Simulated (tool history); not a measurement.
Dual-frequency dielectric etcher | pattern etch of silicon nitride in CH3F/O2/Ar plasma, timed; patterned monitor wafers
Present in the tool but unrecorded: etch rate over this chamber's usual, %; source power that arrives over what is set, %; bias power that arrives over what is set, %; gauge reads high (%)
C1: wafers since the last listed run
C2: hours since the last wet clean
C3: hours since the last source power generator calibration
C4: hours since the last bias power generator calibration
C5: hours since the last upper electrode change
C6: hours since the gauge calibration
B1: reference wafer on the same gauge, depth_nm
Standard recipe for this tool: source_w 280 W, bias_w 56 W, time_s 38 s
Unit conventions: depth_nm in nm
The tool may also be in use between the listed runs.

{"run": 1, "hour": 0.0, "source_w": 280, "bias_w": 56, "time_s": 38, "C1": 0, "C2": 223.4, "C3": 0.5, "C4": 1496.3, "C5": 25.7, "C6": 245.1, "B1": 18.78, "depth_nm": 21.2}
{"run": 2, "hour": 14.4, "source_w": 280, "bias_w": 56, "time_s": 38, "C1": 140, "C2": 237.8, "C3": 14.9, "C4": 1510.7, "C5": 40.1, "C6": 259.5, "B1": 18.83, "depth_nm": 21.34}
{"run": 3, "hour": 29.7, "source_w": 280, "bias_w": 56, "time_s": 38, "C1": 149, "C2": 253.1, "C3": 30.2, "C4": 1526, "C5": 55.4, "C6": 274.8, "B1": 18.82, "depth_nm": 21.01}
{"run": 4, "hour": 38.5, "source_w": 280, "bias_w": 51, "time_s": 32, "C1": 85, "C2": 261.9, "C3": 39, "C4": 1534.8, "C5": 64.2, "C6": 283.6, "B1": 18.77, "depth_nm": 17.14}
{"hour": 81.8, "done": "gauge calibrated"}
{"run": 5, "hour": 84.0, "source_w": 280, "bias_w": 56, "time_s": 38, "C1": 444, "C2": 307.4, "C3": 84.5, "C4": 1580.3, "C5": 109.7, "C6": 2.2, "B1": 18.8, "depth_nm": 21.2}
{"run": 6, "hour": 90.5, "source_w": 280, "bias_w": 56, "time_s": 38, "C1": 63, "C2": 313.9, "C3": 91, "C4": 1586.8, "C5": 116.2, "C6": 8.7, "B1": 18.78, "depth_nm": 21.07}
{"hour": 117.6, "done": "wet clean of the chamber"}
{"run": 7, "hour": 118.1, "source_w": 280, "bias_w": 56, "time_s": 47, "C1": 35, "C2": 0.5, "C3": 118.6, "C4": 1614.4, "C5": 143.8, "C6": 36.3, "B1": 18.8, "depth_nm": 26.17}
{"run": 8, "hour": 118.5, "source_w": 280, "bias_w": 56, "time_s": 47, "C1": 3, "C2": 0.9, "C3": 119, "C4": 1614.8, "C5": 144.2, "C6": 36.7, "B1": 18.8, "depth_nm": 26.23}
{"run": 9, "hour": 128.0, "source_w": 310, "bias_w": 56, "time_s": 31.5, "C1": 92, "C2": 10.4, "C3": 128.5, "C4": 1624.3, "C5": 153.7, "C6": 46.2, "B1": 18.78, "depth_nm": 18.73}
{"run": 10, "hour": 143.1, "source_w": 310, "bias_w": 46, "time_s": 45, "C1": 147, "C2": 25.5, "C3": 143.6, "C4": 1639.4, "C5": 168.8, "C6": 61.3, "B1": 18.79, "depth_nm": 24.57}
{"hour": 150.5, "done": "bias power generator calibrated"}
{"run": 11, "hour": 152.1, "source_w": 250, "bias_w": 67, "time_s": 33.5, "C1": 48, "C2": 34.5, "C3": 152.6, "C4": 1.6, "C5": 177.8, "C6": 70.3, "B1": 18.8, "depth_nm": 18.8}
{"run": 12, "hour": 168.3, "source_w": 280, "bias_w": 63, "time_s": 38, "C1": 158, "C2": 50.7, "C3": 168.8, "C4": 17.8, "C5": 194, "C6": 86.5, "B1": 18.8, "depth_nm": 22.1}
{"run": 13, "hour": 175.9, "source_w": 280, "bias_w": 56, "time_s": 38, "C1": 74, "C2": 58.3, "C3": 176.4, "C4": 25.4, "C5": 201.6, "C6": 94.1, "B1": 18.79, "depth_nm": 21.31}
{"run": 14, "hour": 187.8, "source_w": 280, "bias_w": 56, "time_s": 34, "C1": 116, "C2": 70.2, "C3": 188.3, "C4": 37.3, "C5": 213.5, "C6": 106, "B1": 18.81, "depth_nm": 18.87}
{"run": 15, "hour": 195.1, "source_w": 340, "bias_w": 47, "time_s": 34.5, "C1": 71, "C2": 77.5, "C3": 195.6, "C4": 44.6, "C5": 220.8, "C6": 113.3, "B1": 18.81, "depth_nm": 20.07}
{"run": 16, "hour": 211.6, "source_w": 280, "bias_w": 69, "time_s": 38, "C1": 161, "C2": 94, "C3": 212.1, "C4": 61.1, "C5": 237.3, "C6": 129.8, "B1": 18.79, "depth_nm": 22.93}
{"run": 17, "hour": 218.5, "source_w": 280, "bias_w": 56, "time_s": 38, "C1": 67, "C2": 100.9, "C3": 219, "C4": 68, "C5": 244.2, "C6": 136.7, "B1": 18.77, "depth_nm": 21.04}
{"run": 18, "hour": 234.5, "source_w": 310, "bias_w": 52, "time_s": 32.5, "C1": 156, "C2": 116.9, "C3": 235, "C4": 84, "C5": 260.2, "C6": 152.7, "B1": 18.81, "depth_nm": 18.68}
{"run": 19, "hour": 252.3, "source_w": 340, "bias_w": 56, "time_s": 42.5, "C1": 173, "C2": 134.7, "C3": 252.8, "C4": 101.8, "C5": 278, "C6": 170.5, "B1": 18.79, "depth_nm": 26.27}
{"run": 20, "hour": 270.0, "source_w": 310, "bias_w": 56, "time_s": 29.5, "C1": 172, "C2": 152.4, "C3": 270.5, "C4": 119.5, "C5": 295.7, "C6": 188.2, "B1": 18.82, "depth_nm": 17.43}
{"run": 21, "hour": 284.1, "source_w": 250, "bias_w": 49, "time_s": 28.5, "C1": 137, "C2": 166.5, "C3": 284.6, "C4": 133.6, "C5": 309.8, "C6": 202.3, "B1": 18.8, "depth_nm": 13.85}
{"run": 22, "hour": 300.2, "source_w": 280, "bias_w": 45, "time_s": 47, "C1": 157, "C2": 182.6, "C3": 300.7, "C4": 149.7, "C5": 325.9, "C6": 218.4, "B1": 18.81, "depth_nm": 23.93}
{"run": 23, "hour": 312.7, "source_w": 280, "bias_w": 56, "time_s": 31, "C1": 122, "C2": 195.1, "C3": 313.2, "C4": 162.2, "C5": 338.4, "C6": 230.9, "B1": 18.82, "depth_nm": 17.23}
{"run": 24, "hour": 326.4, "source_w": 280, "bias_w": 56, "time_s": 38, "C1": 133, "C2": 208.8, "C3": 326.9, "C4": 175.9, "C5": 352.1, "C6": 244.6, "B1": 18.8, "depth_nm": 21.08}
{"run": 25, "hour": 338.8, "source_w": 280, "bias_w": 56, "time_s": 38, "C1": 121, "C2": 221.2, "C3": 339.3, "C4": 188.3, "C5": 364.5, "C6": 257, "B1": 18.79, "depth_nm": 21.33}
{"hour": 351.2, "done": "gauge calibrated"}
{"run": 26, "hour": 354.7, "source_w": 320, "bias_w": 50, "time_s": 34.5, "C1": 155, "C2": 237.1, "C3": 355.2, "C4": 204.2, "C5": 380.4, "C6": 3.5, "B1": 18.78, "depth_nm": 19.75}
{"run": 27, "hour": 361.9, "source_w": 220, "bias_w": 48, "time_s": 33.5, "C1": 70, "C2": 244.3, "C3": 362.4, "C4": 211.4, "C5": 387.6, "C6": 10.7, "B1": 18.8, "depth_nm": 14.9}
{"run": 28, "hour": 378.2, "source_w": 280, "bias_w": 56, "time_s": 38, "C1": 159, "C2": 260.6, "C3": 378.7, "C4": 227.7, "C5": 403.9, "C6": 27, "B1": 18.79, "depth_nm": 21.15}
{"run": 29, "hour": 384.6, "source_w": 280, "bias_w": 56, "time_s": 38, "C1": 62, "C2": 267, "C3": 385.1, "C4": 234.1, "C5": 410.3, "C6": 33.4, "B1": 18.8, "depth_nm": 21.21}

Alternative continuations, all from the tool just after run 29; predict every row:
{"run": "A", "hour": 385.0, "source_w": 280, "bias_w": 56, "time_s": 38, "C1": 3, "C2": 267.4, "C3": 385.5, "C4": 234.5, "C5": 410.7, "C6": 33.8, "B1": "?", "depth_nm": "?"}
{"run": "B", "hour": 385.0, "source_w": 300, "bias_w": 56, "time_s": 38, "C1": 3, "C2": 267.4, "C3": 385.5, "C4": 234.5, "C5": 410.7, "C6": 33.8, "B1": "?", "depth_nm": "?"}
{"run": "C", "hour": 385.0, "source_w": 280, "bias_w": 56, "time_s": 49, "C1": 3, "C2": 267.4, "C3": 385.5, "C4": 234.5, "C5": 410.7, "C6": 33.8, "B1": "?", "depth_nm": "?"}
{"run": "D", "hour": 385.0, "source_w": 280, "bias_w": 51, "time_s": 48.5, "C1": 3, "C2": 267.4, "C3": 385.5, "C4": 234.5, "C5": 410.7, "C6": 33.8, "B1": "?", "depth_nm": "?"}
{"run": "E", "hour": 385.0, "source_w": 250, "bias_w": 47, "time_s": 38, "C1": 3, "C2": 267.4, "C3": 385.5, "C4": 234.5, "C5": 410.7, "C6": 33.8, "B1": "?", "depth_nm": "?"}

run=A B1=18.79 depth_nm=21.24
run=B B1=18.79 depth_nm=22.14
run=C B1=18.79 depth_nm=27.38
run=D B1=18.79 depth_nm=26.09
run=E B1=18.79 depth_nm=18.39
What these runs would have given with no unlogged condition in the tool:
run=A depth_nm=21.24
run=B depth_nm=22.14
run=C depth_nm=27.38
run=D depth_nm=26.09
run=E depth_nm=18.39

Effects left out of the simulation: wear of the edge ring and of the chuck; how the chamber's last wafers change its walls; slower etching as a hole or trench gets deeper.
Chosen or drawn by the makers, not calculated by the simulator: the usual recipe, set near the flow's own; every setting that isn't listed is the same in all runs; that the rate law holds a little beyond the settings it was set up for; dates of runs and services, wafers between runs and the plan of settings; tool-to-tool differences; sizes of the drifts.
